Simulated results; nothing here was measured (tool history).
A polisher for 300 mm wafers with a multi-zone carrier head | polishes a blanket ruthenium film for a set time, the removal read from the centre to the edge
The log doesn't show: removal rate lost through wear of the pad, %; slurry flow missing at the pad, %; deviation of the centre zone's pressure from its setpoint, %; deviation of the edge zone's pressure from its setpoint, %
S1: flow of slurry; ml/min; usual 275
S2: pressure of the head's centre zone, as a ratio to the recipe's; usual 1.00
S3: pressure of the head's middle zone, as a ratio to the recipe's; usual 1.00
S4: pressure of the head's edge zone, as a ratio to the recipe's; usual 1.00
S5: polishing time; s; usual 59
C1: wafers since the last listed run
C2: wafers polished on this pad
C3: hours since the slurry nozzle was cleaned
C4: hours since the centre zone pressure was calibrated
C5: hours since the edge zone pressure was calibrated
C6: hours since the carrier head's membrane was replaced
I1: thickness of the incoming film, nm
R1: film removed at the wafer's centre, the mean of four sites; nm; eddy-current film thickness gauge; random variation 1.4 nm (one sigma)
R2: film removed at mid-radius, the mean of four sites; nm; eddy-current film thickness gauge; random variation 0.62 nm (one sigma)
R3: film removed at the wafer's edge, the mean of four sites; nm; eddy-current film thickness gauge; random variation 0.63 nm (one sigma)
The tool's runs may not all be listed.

run,hour,S1,S2,S3,S4,S5,C1,C2,C3,C4,C5,C6,I1,R1,R2,R3
1,0.0,275,1.00,1.00,1.00,59,0,1164,295.0,147.1,544.1,990.8,530.7,100.5,97.7,98.3
2,30.5,275,1.00,1.00,1.00,59,517,1681,325.5,177.6,574.6,1021.3,544.4,98.2,96.8,98.8
# hour 36.1: carrier head's membrane replaced by a new one
3,53.9,335,1.00,1.04,1.00,59,312,1994,348.9,201.0,598.0,17.8,535.8,102.6,100.8,100.8
# hour 75.6: slurry nozzle cleaned
4,82.2,275,1.00,1.00,1.06,59,463,2457,6.6,229.3,626.3,46.1,532.7,101.8,96.7,100.5
5,109.6,275,1.00,1.00,1.00,59,464,2922,34.0,256.7,653.7,73.5,536.8,103.8,97.0,98.9
# hour 120.6: worn pad replaced by a new one
6,128.9,275,0.90,1.00,1.00,59,259,140,53.3,276.0,673.0,92.8,534.7,95.3,96.9,98.7
7,163.6,275,1.11,0.90,1.07,71,588,729,88.0,310.7,707.7,127.5,534.9,140.5,107.7,122.1
# hour 176.2: centre zone pressure recalibrated
# hour 190.7: edge zone pressure recalibrated
8,195.9,275,1.00,1.00,1.00,59,480,1209,120.3,19.7,5.2,159.8,532.7,96.0,96.6,98.7
9,229.6,275,1.00,0.96,1.00,59,571,1781,154.0,53.4,38.9,193.5,542.6,97.5,94.6,99.3
10,242.2,275,1.00,1.00,1.00,46,213,1995,166.6,66.0,51.5,206.1,540.8,75.3,75.5,76.7
11,276.8,275,1.00,1.00,1.00,59,587,2582,201.2,100.6,86.1,240.7,531.2,97.3,96.6,97.4
12,293.5,275,1.00,1.04,0.94,78,283,2865,217.9,117.3,102.8,257.4,531.3,129.0,132.3,127.1
# hour 335.8: worn pad replaced by a new one
13,400.0,275,1.00,1.00,1.00,59,1739,1089,324.4,223.8,209.3,363.9,532.7,103.5,97.0,99.6
14,429.6,250,1.00,1.07,1.00,59,502,1591,354.0,253.4,238.9,393.5,533.3,101.4,102.4,98.0
# hour 437.4: slurry nozzle cleaned
15,452.2,195,1.06,1.00,0.91,50,366,1957,14.8,276.0,261.5,416.1,538.4,90.8,79.9,77.2
16,468.8,275,1.00,1.03,1.09,52,281,2239,31.4,292.6,278.1,432.7,540.0,95.2,87.7,90.3
17,480.9,275,1.00,1.00,1.00,59,205,2445,43.5,304.7,290.2,444.8,542.1,109.4,97.6,98.5
18,516.6,275,0.91,0.90,1.11,68,605,3050,79.2,340.4,325.9,480.5,539.5,117.4,103.2,118.9
# hour 523.2: centre zone pressure recalibrated
19,545.1,275,1.08,1.00,0.90,59,449,3500,107.7,21.9,354.4,509.0,541.0,104.9,97.1,93.9
# hour 561.0: worn pad replaced by a new one
20,566.6,275,1.00,1.00,1.00,59,296,94,129.2,43.4,375.9,530.5,540.9,95.8,98.0,98.8
21,600.5,275,1.00,1.00,0.91,59,575,669,163.1,77.3,409.8,564.4,544.7,95.6,96.2,94.9

5 ways to go on from here, each from the tool as it stands after run 21. What would each give?
A,600.9,275,1.00,0.88,1.00,59,6,676,163.5,77.7,410.2,564.8,534.3,?,?,?
B,600.9,320,1.00,1.10,1.10,59,6,676,163.5,77.7,410.2,564.8,534.3,?,?,?
C,600.9,275,1.00,1.00,1.00,76,6,676,163.5,77.7,410.2,564.8,534.3,?,?,?
D,600.9,275,1.12,1.09,1.00,50,6,676,163.5,77.7,410.2,564.8,534.3,?,?,?
E,600.9,275,1.00,0.95,1.10,53,6,676,163.5,77.7,410.2,564.8,534.3,?,?,?

run,R1,R2,R3
A,94.7,87.9,99.1
B,96.3,104.9,104.3
C,122.1,124.1,127.4
D,90.1,87.0,83.8
E,85.1,83.4,92.8
Without the tool's hidden state the same runs would have given:
run,R1,R2,R3
A,95.4,87.9,99.1
B,97.1,104.9,104.3
C,123.0,124.1,127.4
D,90.8,87.0,83.8
E,85.8,83.4,92.8

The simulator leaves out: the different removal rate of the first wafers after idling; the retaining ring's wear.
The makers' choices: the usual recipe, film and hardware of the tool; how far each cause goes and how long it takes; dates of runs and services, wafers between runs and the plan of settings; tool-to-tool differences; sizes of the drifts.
